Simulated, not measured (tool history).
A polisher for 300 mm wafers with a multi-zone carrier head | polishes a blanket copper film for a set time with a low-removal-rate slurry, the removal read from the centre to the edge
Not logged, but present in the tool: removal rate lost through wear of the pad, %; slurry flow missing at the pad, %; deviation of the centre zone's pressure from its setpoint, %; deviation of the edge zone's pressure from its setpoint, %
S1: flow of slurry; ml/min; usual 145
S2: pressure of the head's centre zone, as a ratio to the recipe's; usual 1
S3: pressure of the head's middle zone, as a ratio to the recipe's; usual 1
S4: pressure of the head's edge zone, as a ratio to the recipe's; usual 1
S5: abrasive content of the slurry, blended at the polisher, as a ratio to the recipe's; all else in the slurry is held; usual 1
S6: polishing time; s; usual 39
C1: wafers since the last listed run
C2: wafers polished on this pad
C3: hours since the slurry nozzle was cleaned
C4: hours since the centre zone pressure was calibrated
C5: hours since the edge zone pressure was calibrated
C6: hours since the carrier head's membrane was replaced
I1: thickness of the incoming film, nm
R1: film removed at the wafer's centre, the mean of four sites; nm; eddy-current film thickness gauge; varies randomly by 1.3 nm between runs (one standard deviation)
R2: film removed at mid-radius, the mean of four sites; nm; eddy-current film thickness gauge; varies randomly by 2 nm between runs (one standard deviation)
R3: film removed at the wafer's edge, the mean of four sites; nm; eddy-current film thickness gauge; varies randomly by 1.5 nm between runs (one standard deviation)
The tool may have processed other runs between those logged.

{"run": 1, "day": 0.0, "S1": 145, "S2": 1, "S3": 1, "S4": 1, "S5": 1, "S6": 39, "C1": 0, "C2": 1669, "C3": 62.5, "C4": 1292.7, "C5": 376.1, "C6": 1419.3, "I1": 609.7, "R1": 116.7, "R2": 132.6, "R3": 123}
{"run": 2, "day": 1.508, "S1": 145, "S2": 0.91, "S3": 1, "S4": 1, "S5": 1, "S6": 39, "C1": 395, "C2": 2065, "C3": 98.7, "C4": 1328.9, "C5": 412.3, "C6": 1455.5, "I1": 613.9, "R1": 107.5, "R2": 130.3, "R3": 120.9}
{"run": 3, "day": 3.475, "S1": 145, "S2": 0.91, "S3": 1, "S4": 1, "S5": 1, "S6": 39, "C1": 515, "C2": 2581, "C3": 145.9, "C4": 1376.1, "C5": 459.5, "C6": 1502.7, "I1": 610.3, "R1": 103.3, "R2": 128.6, "R3": 121.6}
{"day": 6.604, "done": "worn pad replaced by a new one"}
{"run": 4, "day": 6.762, "S1": 145, "S2": 1, "S3": 1, "S4": 1, "S5": 1, "S6": 39, "C1": 818, "C2": 41, "C3": 224.8, "C4": 1455, "C5": 538.4, "C6": 1581.6, "I1": 615.5, "R1": 120.7, "R2": 132.7, "R3": 129.1}
{"run": 5, "day": 8.283, "S1": 145, "S2": 1.08, "S3": 1, "S4": 1, "S5": 1, "S6": 39, "C1": 398, "C2": 440, "C3": 261.3, "C4": 1491.5, "C5": 574.9, "C6": 1618.1, "I1": 617.4, "R1": 127.6, "R2": 136.5, "R3": 125.3}
{"run": 6, "day": 11.15, "S1": 145, "S2": 1.08, "S3": 1, "S4": 1, "S5": 1, "S6": 39, "C1": 752, "C2": 1192, "C3": 330.1, "C4": 1560.3, "C5": 643.7, "C6": 1686.9, "I1": 616.5, "R1": 126.8, "R2": 131.1, "R3": 126.6}
{"run": 7, "day": 13.121, "S1": 145, "S2": 1.08, "S3": 1, "S4": 1, "S5": 1, "S6": 39, "C1": 517, "C2": 1709, "C3": 377.4, "C4": 1607.6, "C5": 691, "C6": 1734.2, "I1": 625.6, "R1": 125.7, "R2": 130.7, "R3": 124.6}
{"day": 14.504, "done": "centre zone pressure recalibrated"}
{"run": 8, "day": 15.946, "S1": 145, "S2": 1, "S3": 1, "S4": 1, "S5": 1, "S6": 39, "C1": 719, "C2": 2429, "C3": 445.2, "C4": 34.6, "C5": 758.8, "C6": 1802, "I1": 613.5, "R1": 122.7, "R2": 128.2, "R3": 121.1}
{"day": 17.371, "done": "worn pad replaced by a new one"}
{"day": 17.421, "done": "slurry nozzle cleaned"}
{"run": 9, "day": 17.9, "S1": 145, "S2": 1, "S3": 1, "S4": 1, "S5": 1, "S6": 39, "C1": 458, "C2": 127, "C3": 11.5, "C4": 81.5, "C5": 805.7, "C6": 1848.9, "I1": 619.5, "R1": 131.4, "R2": 137.2, "R3": 130.2}
{"day": 18.838, "done": "carrier head's membrane replaced by a new one"}
{"run": 10, "day": 25.3, "S1": 145, "S2": 1.08, "S3": 1, "S4": 1, "S5": 1, "S6": 39, "C1": 1886, "C2": 2014, "C3": 189.1, "C4": 259.1, "C5": 983.3, "C6": 155.1, "I1": 622.3, "R1": 137, "R2": 132.5, "R3": 121.7}
{"run": 11, "day": 28.271, "S1": 120, "S2": 1, "S3": 1.07, "S4": 1, "S5": 1, "S6": 39, "C1": 779, "C2": 2793, "C3": 260.4, "C4": 330.4, "C5": 1054.6, "C6": 226.4, "I1": 621.3, "R1": 117.3, "R2": 129.2, "R3": 118.2}
{"day": 28.762, "done": "worn pad replaced by a new one"}
{"run": 12, "day": 30.054, "S1": 145, "S2": 1.12, "S3": 1, "S4": 0.95, "S5": 1, "S6": 39, "C1": 424, "C2": 338, "C3": 303.2, "C4": 373.2, "C5": 1097.4, "C6": 269.2, "I1": 615, "R1": 145.5, "R2": 135.7, "R3": 125.9}
{"run": 13, "day": 31.446, "S1": 145, "S2": 0.94, "S3": 1, "S4": 1, "S5": 0.9, "S6": 39, "C1": 365, "C2": 703, "C3": 336.6, "C4": 406.6, "C5": 1130.8, "C6": 302.6, "I1": 620.5, "R1": 114.7, "R2": 133.7, "R3": 119.7}
{"day": 32.296, "done": "edge zone pressure recalibrated"}
{"run": 14, "day": 33.779, "S1": 190, "S2": 1.08, "S3": 0.95, "S4": 1, "S5": 1, "S6": 31, "C1": 590, "C2": 1293, "C3": 392.6, "C4": 462.6, "C5": 35.6, "C6": 358.6, "I1": 630.9, "R1": 113.2, "R2": 107.3, "R3": 103.5}
{"run": 15, "day": 34.954, "S1": 115, "S2": 1.1, "S3": 1, "S4": 1, "S5": 1, "S6": 29, "C1": 308, "C2": 1602, "C3": 420.8, "C4": 490.8, "C5": 63.8, "C6": 386.8, "I1": 625.8, "R1": 94.4, "R2": 95.7, "R3": 88.3}
{"day": 35.683, "done": "slurry nozzle cleaned"}
{"run": 16, "day": 36.975, "S1": 145, "S2": 1, "S3": 1, "S4": 1, "S5": 1, "S6": 39, "C1": 519, "C2": 2121, "C3": 31, "C4": 539.3, "C5": 112.3, "C6": 435.3, "I1": 619.6, "R1": 121.9, "R2": 127.8, "R3": 123.9}

Run 17 is up next; what results do you expect?
{"run": 17, "day": 39.667, "S1": 145, "S2": 1, "S3": 0.92, "S4": 1, "S5": 1.25, "S6": 53, "C1": 706, "C2": 2827, "C3": 95.6, "C4": 603.9, "C5": 176.9, "C6": 499.9, "I1": 616.3, "R1": "?", "R2": "?", "R3": "?"}

R1: 174.3 nm
R2: 171.7 nm
R3: 174 nm
With no hidden state in the tool, this same run would have given R1 196 nm, R2 185.8 nm, R3 188.2 nm.
